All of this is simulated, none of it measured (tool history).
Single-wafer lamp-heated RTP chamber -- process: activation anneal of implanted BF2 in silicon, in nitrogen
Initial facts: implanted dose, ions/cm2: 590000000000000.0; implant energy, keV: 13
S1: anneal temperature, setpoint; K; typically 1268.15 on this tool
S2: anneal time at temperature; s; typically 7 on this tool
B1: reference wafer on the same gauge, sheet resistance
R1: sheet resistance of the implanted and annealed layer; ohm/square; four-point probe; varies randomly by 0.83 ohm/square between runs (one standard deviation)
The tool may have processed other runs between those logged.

{"run": 1, "hour": 0.0, "S1": 1253.15, "S2": 7, "B1": 341.76, "R1": 326.79}
{"hour": 82.1, "done": "gauge calibrated"}
{"run": 2, "hour": 84.3, "S1": 1279.15, "S2": 7, "B1": 342.1, "R1": 286.1}
{"hour": 109.9, "done": "pyrometer window cleaned and pyrometer calibrated"}
{"hour": 140.5, "done": "reflector plate cleaned"}
{"run": 3, "hour": 161.7, "S1": 1279.15, "S2": 7, "B1": 341.84, "R1": 284.96}
{"run": 4, "hour": 480.1, "S1": 1279.15, "S2": 7, "B1": 342.11, "R1": 285.35}
{"hour": 537.3, "done": "pyrometer window cleaned and pyrometer calibrated"}
{"hour": 598.0, "done": "reflector plate cleaned"}
{"run": 5, "hour": 661.5, "S1": 1268.15, "S2": 7, "B1": 341.74, "R1": 300.34}
{"run": 6, "hour": 728.2, "S1": 1268.15, "S2": 7, "B1": 342.09, "R1": 301.78}
{"run": 7, "hour": 829.3, "S1": 1268.15, "S2": 7, "B1": 341.93, "R1": 301.75}
{"hour": 879.1, "done": "pyrometer window cleaned and pyrometer calibrated"}
{"run": 8, "hour": 931.5, "S1": 1268.15, "S2": 7, "B1": 341.98, "R1": 299.6}
{"run": 9, "hour": 983.7, "S1": 1255.15, "S2": 4, "B1": 342.01, "R1": 341.89}
{"run": 10, "hour": 1032.5, "S1": 1268.15, "S2": 7, "B1": 341.97, "R1": 300.47}
{"hour": 1076.9, "done": "gauge calibrated"}
{"run": 11, "hour": 1080.5, "S1": 1268.15, "S2": 7, "B1": 342.04, "R1": 301.17}
{"hour": 1133.0, "done": "reflector plate cleaned"}
{"run": 12, "hour": 1133.5, "S1": 1276.15, "S2": 5, "B1": 342.03, "R1": 299.44}
{"run": 13, "hour": 1196.2, "S1": 1286.15, "S2": 7, "B1": 341.89, "R1": 279.02}
{"hour": 1231.4, "done": "pyrometer window cleaned and pyrometer calibrated"}
{"run": 14, "hour": 1255.2, "S1": 1292.15, "S2": 4, "B1": 341.82, "R1": 284.93}
{"run": 15, "hour": 1315.2, "S1": 1260.15, "S2": 11, "B1": 342.01, "R1": 298.55}

What does the tool deliver on the next run?
{"run": 16, "hour": 1377.7, "S1": 1288.15, "S2": 7, "B1": "?", "R1": "?"}

B1: 342.04
R1: 276.00 ohm/square
On a tool with no hidden condition, and with the same random variation, this run would have come out at R1 276.00 ohm/square.

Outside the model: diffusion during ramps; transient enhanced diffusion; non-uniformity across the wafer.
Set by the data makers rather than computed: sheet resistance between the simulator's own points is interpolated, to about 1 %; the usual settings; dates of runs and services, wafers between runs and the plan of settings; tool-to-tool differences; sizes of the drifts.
